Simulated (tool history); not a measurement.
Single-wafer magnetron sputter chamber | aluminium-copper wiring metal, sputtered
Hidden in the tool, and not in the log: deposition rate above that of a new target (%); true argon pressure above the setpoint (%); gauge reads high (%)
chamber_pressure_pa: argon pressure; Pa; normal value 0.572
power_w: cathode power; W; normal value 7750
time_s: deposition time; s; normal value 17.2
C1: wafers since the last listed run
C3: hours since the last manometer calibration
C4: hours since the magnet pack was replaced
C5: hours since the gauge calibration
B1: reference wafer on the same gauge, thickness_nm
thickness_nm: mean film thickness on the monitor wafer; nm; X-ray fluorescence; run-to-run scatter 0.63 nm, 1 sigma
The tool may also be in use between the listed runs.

{"run": 1, "hour": 0.0, "chamber_pressure_pa": 0.572, "power_w": 7750, "time_s": 17.2, "C1": 0, "wafers on the sputter target": 2437, "C3": 1226.3, "C4": 6004.1, "C5": 447.4, "B1": 213.858, "thickness_nm": 203.268}
{"run": 2, "hour": 106.0, "chamber_pressure_pa": 0.572, "power_w": 7750, "time_s": 17.2, "C1": 3061, "wafers on the sputter target": 5498, "C3": 1332.3, "C4": 6110.1, "C5": 553.4, "B1": 213.998, "thickness_nm": 203.314}
{"run": 3, "hour": 168.6, "chamber_pressure_pa": 0.572, "power_w": 7750, "time_s": 17.2, "C1": 1807, "wafers on the sputter target": 7305, "C3": 1394.9, "C4": 6172.7, "C5": 616.0, "B1": 213.952, "thickness_nm": 201.468}
{"hour": 237.8, "done": "sputter target and shields replaced"}
{"run": 4, "hour": 241.4, "chamber_pressure_pa": 0.572, "power_w": 7750, "time_s": 17.2, "C1": 1871, "wafers on the sputter target": 104, "C3": 1467.7, "C4": 6245.5, "C5": 688.8, "B1": 214.205, "thickness_nm": 203.914}
{"run": 5, "hour": 342.7, "chamber_pressure_pa": 0.572, "power_w": 7750, "time_s": 17.2, "C1": 2925, "wafers on the sputter target": 3029, "C3": 1569.0, "C4": 6346.8, "C5": 790.1, "B1": 213.749, "thickness_nm": 202.789}
{"run": 6, "hour": 414.4, "chamber_pressure_pa": 0.572, "power_w": 7750, "time_s": 16.4, "C1": 2070, "wafers on the sputter target": 5099, "C3": 1640.7, "C4": 6418.5, "C5": 861.8, "B1": 213.997, "thickness_nm": 193.504}
{"run": 7, "hour": 516.2, "chamber_pressure_pa": 0.572, "power_w": 7750, "time_s": 16.4, "C1": 2939, "wafers on the sputter target": 8039, "C3": 1742.5, "C4": 6520.3, "C5": 963.6, "B1": 214.238, "thickness_nm": 191.654}
{"hour": 579.1, "done": "magnet pack replaced"}
{"run": 8, "hour": 579.6, "chamber_pressure_pa": 0.572, "power_w": 7750, "time_s": 16.4, "C1": 1599, "wafers on the sputter target": 9639, "C3": 1805.9, "C4": 0.5, "C5": 1027.0, "B1": 213.982, "thickness_nm": 189.795}
{"hour": 593.8, "done": "sputter target and shields replaced"}
{"run": 9, "hour": 632.9, "chamber_pressure_pa": 0.572, "power_w": 7750, "time_s": 17.2, "C1": 1308, "wafers on the sputter target": 1130, "C3": 1859.2, "C4": 53.8, "C5": 1080.3, "B1": 214.143, "thickness_nm": 202.753}
{"run": 10, "hour": 678.2, "chamber_pressure_pa": 0.572, "power_w": 7750, "time_s": 17.2, "C1": 1308, "wafers on the sputter target": 2438, "C3": 1904.5, "C4": 99.1, "C5": 1125.6, "B1": 213.967, "thickness_nm": 200.397}
{"run": 11, "hour": 747.0, "chamber_pressure_pa": 0.486, "power_w": 7100, "time_s": 20.0, "C1": 1986, "wafers on the sputter target": 4425, "C3": 1973.3, "C4": 167.9, "C5": 1194.4, "B1": 214.116, "thickness_nm": 224.098}
{"hour": 861.7, "done": "gauge calibrated"}
{"hour": 937.4, "done": "sputter target and shields replaced"}
{"run": 12, "hour": 1003.1, "chamber_pressure_pa": 0.572, "power_w": 7750, "time_s": 17.2, "C1": 7164, "wafers on the sputter target": 1898, "C3": 2229.4, "C4": 424.0, "C5": 141.4, "B1": 214.262, "thickness_nm": 199.007}
{"hour": 1024.6, "done": "capacitance manometer re-zeroed and calibrated"}
{"run": 13, "hour": 1096.3, "chamber_pressure_pa": 0.572, "power_w": 7750, "time_s": 17.2, "C1": 2460, "wafers on the sputter target": 4358, "C3": 71.7, "C4": 517.2, "C5": 234.6, "B1": 214.121, "thickness_nm": 205.304}
{"run": 14, "hour": 1154.1, "chamber_pressure_pa": 0.572, "power_w": 6250, "time_s": 17.2, "C1": 1669, "wafers on the sputter target": 6027, "C3": 129.5, "C4": 575.0, "C5": 292.4, "B1": 213.805, "thickness_nm": 164.82}
{"hour": 1245.2, "done": "sputter target and shields replaced"}
{"run": 15, "hour": 1256.5, "chamber_pressure_pa": 0.385, "power_w": 6650, "time_s": 17.2, "C1": 2726, "wafers on the sputter target": 327, "C3": 231.9, "C4": 677.4, "C5": 394.8, "B1": 213.67, "thickness_nm": 197.413}
{"run": 16, "hour": 1359.2, "chamber_pressure_pa": 0.634, "power_w": 9200, "time_s": 16.2, "C1": 2965, "wafers on the sputter target": 3292, "C3": 334.6, "C4": 780.1, "C5": 497.5, "B1": 213.52, "thickness_nm": 222.276}
{"run": 17, "hour": 1431.5, "chamber_pressure_pa": 0.78, "power_w": 6250, "time_s": 18.5, "C1": 2087, "wafers on the sputter target": 5380, "C3": 406.9, "C4": 852.4, "C5": 569.8, "B1": 214.074, "thickness_nm": 157.739}
{"run": 18, "hour": 1509.9, "chamber_pressure_pa": 0.384, "power_w": 7750, "time_s": 14.1, "C1": 2263, "wafers on the sputter target": 7644, "C3": 485.3, "C4": 930.8, "C5": 648.2, "B1": 213.956, "thickness_nm": 185.928}
{"run": 19, "hour": 1549.0, "chamber_pressure_pa": 0.572, "power_w": 6250, "time_s": 17.2, "C1": 1129, "wafers on the sputter target": 8773, "C3": 524.4, "C4": 969.9, "C5": 687.3, "B1": 214.149, "thickness_nm": 164.741}
{"hour": 1566.5, "done": "sputter target and shields replaced"}
{"run": 20, "hour": 1649.2, "chamber_pressure_pa": 0.572, "power_w": 7750, "time_s": 17.2, "C1": 2662, "wafers on the sputter target": 2387, "C3": 624.6, "C4": 1070.1, "C5": 787.5, "B1": 213.877, "thickness_nm": 204.586}

5 options for the next run, each taken on its own from the tool as it stands now. Forecast them:
{"run": "A", "hour": 1649.6, "chamber_pressure_pa": 0.635, "power_w": 7750, "time_s": 17.2, "C1": 11, "wafers on the sputter target": 2399, "C3": 625.0, "C4": 1070.5, "C5": 787.9, "B1": "?", "thickness_nm": "?"}
{"run": "B", "hour": 1649.6, "chamber_pressure_pa": 0.747, "power_w": 6300, "time_s": 16.3, "C1": 11, "wafers on the sputter target": 2399, "C3": 625.0, "C4": 1070.5, "C5": 787.9, "B1": "?", "thickness_nm": "?"}
{"run": "C", "hour": 1649.6, "chamber_pressure_pa": 0.711, "power_w": 9350, "time_s": 15.7, "C1": 11, "wafers on the sputter target": 2399, "C3": 625.0, "C4": 1070.5, "C5": 787.9, "B1": "?", "thickness_nm": "?"}
{"run": "D", "hour": 1649.6, "chamber_pressure_pa": 0.572, "power_w": 7750, "time_s": 15.8, "C1": 11, "wafers on the sputter target": 2399, "C3": 625.0, "C4": 1070.5, "C5": 787.9, "B1": "?", "thickness_nm": "?"}
{"run": "E", "hour": 1649.6, "chamber_pressure_pa": 0.367, "power_w": 7050, "time_s": 17.2, "C1": 11, "wafers on the sputter target": 2399, "C3": 625.0, "C4": 1070.5, "C5": 787.9, "B1": "?", "thickness_nm": "?"}

run=A B1=213.700 thickness_nm=197.660
run=B B1=213.700 thickness_nm=143.290
run=C B1=213.700 thickness_nm=208.838
run=D B1=213.700 thickness_nm=188.020
run=E B1=213.700 thickness_nm=209.315
The same runs, with their run-to-run variation unchanged, on a tool lacking any hidden condition would have given:
run=A thickness_nm=198.644
run=B thickness_nm=144.035
run=C thickness_nm=209.909
run=D thickness_nm=188.931
run=E thickness_nm=210.236

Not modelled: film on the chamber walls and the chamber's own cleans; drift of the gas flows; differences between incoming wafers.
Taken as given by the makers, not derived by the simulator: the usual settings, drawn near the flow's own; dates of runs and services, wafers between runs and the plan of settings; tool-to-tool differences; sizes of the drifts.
